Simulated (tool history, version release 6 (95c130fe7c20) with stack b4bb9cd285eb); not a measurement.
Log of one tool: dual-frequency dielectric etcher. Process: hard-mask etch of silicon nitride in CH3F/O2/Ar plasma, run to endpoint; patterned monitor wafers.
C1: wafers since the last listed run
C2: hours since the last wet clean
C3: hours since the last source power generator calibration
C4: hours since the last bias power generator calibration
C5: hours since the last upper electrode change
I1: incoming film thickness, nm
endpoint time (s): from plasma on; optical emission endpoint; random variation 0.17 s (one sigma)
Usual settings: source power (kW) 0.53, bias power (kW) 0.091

run 1 hour=0 | source_power_(kW)=0.53 bias_power_(kW)=0.091 | C1=0 C2=513.3 C3=4037.4 C4=4409.7 C5=2653.3 | I1=41.82 | endpoint_time_(s)=59
run 2 hour=28.4 | source_power_(kW)=0.53 bias_power_(kW)=0.091 | C1=441 C2=541.7 C3=4065.8 C4=4438.1 C5=2681.7 | I1=41.74 | endpoint_time_(s)=59
-- hour=54.1 wet clean of the chamber
run 3 hour=54.6 | source_power_(kW)=0.53 bias_power_(kW)=0.091 | C1=34 C2=0.5 C3=4092 C4=4464.3 C5=2707.9 | I1=41.56 | endpoint_time_(s)=56.2
run 4 hour=76.3 | source_power_(kW)=0.53 bias_power_(kW)=0.091 | C1=337 C2=22.2 C3=4113.7 C4=4486 C5=2729.6 | I1=42.1 | endpoint_time_(s)=57.3
run 5 hour=97.3 | source_power_(kW)=0.53 bias_power_(kW)=0.091 | C1=326 C2=43.2 C3=4134.7 C4=4507 C5=2750.6 | I1=41.69 | endpoint_time_(s)=56.5
run 6 hour=116.4 | source_power_(kW)=0.53 bias_power_(kW)=0.091 | C1=296 C2=62.3 C3=4153.8 C4=4526.1 C5=2769.7 | I1=41.89 | endpoint_time_(s)=57.1
run 7 hour=131.3 | source_power_(kW)=0.53 bias_power_(kW)=0.091 | C1=231 C2=77.2 C3=4168.7 C4=4541 C5=2784.6 | I1=41.79 | endpoint_time_(s)=56.9
run 8 hour=219.2 | source_power_(kW)=0.53 bias_power_(kW)=0.108 | C1=1366 C2=165.1 C3=4256.6 C4=4628.9 C5=2872.5 | I1=41.61 | endpoint_time_(s)=53.2
run 9 hour=247.2 | source_power_(kW)=0.53 bias_power_(kW)=0.091 | C1=435 C2=193.1 C3=4284.6 C4=4656.9 C5=2900.5 | I1=41.27 | endpoint_time_(s)=56.8
run 10 hour=272.6 | source_power_(kW)=0.53 bias_power_(kW)=0.091 | C1=394 C2=218.5 C3=4310 C4=4682.3 C5=2925.9 | I1=41.86 | endpoint_time_(s)=58
run 11 hour=302.3 | source_power_(kW)=0.53 bias_power_(kW)=0.091 | C1=461 C2=248.2 C3=4339.7 C4=4712 C5=2955.6 | I1=41.66 | endpoint_time_(s)=57.4
run 12 hour=320.1 | source_power_(kW)=0.53 bias_power_(kW)=0.091 | C1=276 C2=266 C3=4357.5 C4=4729.8 C5=2973.4 | I1=41.77 | endpoint_time_(s)=57.3
run 13 hour=408.2 | source_power_(kW)=0.49 bias_power_(kW)=0.091 | C1=1369 C2=354.1 C3=4445.6 C4=4817.9 C5=3061.5 | I1=41.75 | endpoint_time_(s)=60
run 14 hour=439 | source_power_(kW)=0.53 bias_power_(kW)=0.091 | C1=478 C2=384.9 C3=4476.4 C4=4848.7 C5=3092.3 | I1=41.72 | endpoint_time_(s)=58.3
run 15 hour=465 | source_power_(kW)=0.53 bias_power_(kW)=0.091 | C1=404 C2=410.9 C3=4502.4 C4=4874.7 C5=3118.3 | I1=41.87 | endpoint_time_(s)=58.7
-- hour=487.9 bias power generator calibrated
run 16 hour=492.7 | source_power_(kW)=0.6 bias_power_(kW)=0.091 | C1=368 C2=438.6 C3=4530.1 C4=4.8 C5=3146 | I1=42.19 | endpoint_time_(s)=56.7
-- hour=524.7 wet clean of the chamber
run 17 hour=525.2 | source_power_(kW)=0.5 bias_power_(kW)=0.107 | C1=132 C2=0.5 C3=4562.6 C4=37.3 C5=3178.5 | I1=41.6 | endpoint_time_(s)=53.9
run 18 hour=539.5 | source_power_(kW)=0.42 bias_power_(kW)=0.106 | C1=222 C2=14.8 C3=4576.9 C4=51.6 C5=3192.8 | I1=41.37 | endpoint_time_(s)=57.3
-- hour=583.4 source power generator calibrated
-- hour=590.7 upper electrode replaced
run 19 hour=591.2 | source_power_(kW)=0.58 bias_power_(kW)=0.103 | C1=629 C2=66.5 C3=7.8 C4=103.3 C5=0.5 | I1=41.69 | endpoint_time_(s)=52.3
run 20 hour=592.1 | source_power_(kW)=0.42 bias_power_(kW)=0.078 | C1=13 C2=67.4 C3=8.7 C4=104.2 C5=1.4 | I1=41.42 | endpoint_time_(s)=64.8
run 21 hour=609.5 | source_power_(kW)=0.56 bias_power_(kW)=0.075 | C1=270 C2=84.8 C3=26.1 C4=121.6 C5=18.8 | I1=41.83 | endpoint_time_(s)=60.3
run 22 hour=638 | source_power_(kW)=0.57 bias_power_(kW)=0.107 | C1=443 C2=113.3 C3=54.6 C4=150.1 C5=47.3 | I1=41.67 | endpoint_time_(s)=51.8
run 23 hour=658.7 | source_power_(kW)=0.53 bias_power_(kW)=0.091 | C1=321 C2=134 C3=75.3 C4=170.8 C5=68 | I1=41.61 | endpoint_time_(s)=56.7
run 24 hour=683.9 | source_power_(kW)=0.45 bias_power_(kW)=0.077 | C1=391 C2=159.2 C3=100.5 C4=196 C5=93.2 | I1=41.66 | endpoint_time_(s)=64.5
run 25 hour=702.2 | source_power_(kW)=0.59 bias_power_(kW)=0.111 | C1=284 C2=177.5 C3=118.8 C4=214.3 C5=111.5 | I1=41.51 | endpoint_time_(s)=50.9
run 26 hour=728.5 | source_power_(kW)=0.53 bias_power_(kW)=0.091 | C1=408 C2=203.8 C3=145.1 C4=240.6 C5=137.8 | I1=41.73 | endpoint_time_(s)=56.8
run 27 hour=759.5 | source_power_(kW)=0.43 bias_power_(kW)=0.102 | C1=481 C2=234.8 C3=176.1 C4=271.6 C5=168.8 | I1=41.52 | endpoint_time_(s)=58.3
run 28 hour=774.6 | source_power_(kW)=0.53 bias_power_(kW)=0.091 | C1=234 C2=249.9 C3=191.2 C4=286.7 C5=183.9 | I1=41.91 | endpoint_time_(s)=57.4
run 29 hour=810.4 | source_power_(kW)=0.53 bias_power_(kW)=0.109 | C1=556 C2=285.7 C3=227 C4=322.5 C5=219.7 | I1=41.99 | endpoint_time_(s)=53.9
run 30 hour=826.4 | source_power_(kW)=0.53 bias_power_(kW)=0.091 | C1=248 C2=301.7 C3=243 C4=338.5 C5=235.7 | I1=42 | endpoint_time_(s)=57.7
run 31 hour=845.9 | source_power_(kW)=0.42 bias_power_(kW)=0.104 | C1=303 C2=321.2 C3=262.5 C4=358 C5=255.2 | I1=41.72 | endpoint_time_(s)=59

Hidden state or all else? Some run-to-run changes of endpoint time (s), split into what the settings, what came in and random variation would give without the hidden state, and what is left for the hidden state (with any gauge scatter that isn't in both results):
The hidden state here: etch rate over this chamber's usual, %; source power that arrives over what is set, %; bias power that arrives over what is set, %.
Run 2 -> 3: wet clean of the chamber. endpoint time (s) -2.8: hidden state -2.4, all else -0.4.
Run 12 -> 13: source power (kW) 0.53 -> 0.49. endpoint time (s) +2.7: hidden state +0.5, all else +2.2.
Run 16 -> 17: source power (kW) 0.6 -> 0.5, bias power (kW) 0.091 -> 0.107, wet clean of the chamber. endpoint time (s) -2.8: hidden state -2.2, all else -0.6.
Run 19 -> 20: source power (kW) 0.58 -> 0.42, bias power (kW) 0.103 -> 0.078. endpoint time (s) +12.5: hidden state +0.1, all else +12.4.
Run 21 -> 22: source power (kW) 0.56 -> 0.57, bias power (kW) 0.075 -> 0.107. endpoint time (s) -8.5: hidden state +0, all else -8.5.
Run 24 -> 25: source power (kW) 0.45 -> 0.59, bias power (kW) 0.077 -> 0.111. endpoint time (s) -13.6: hidden state -0.1, all else -13.5.
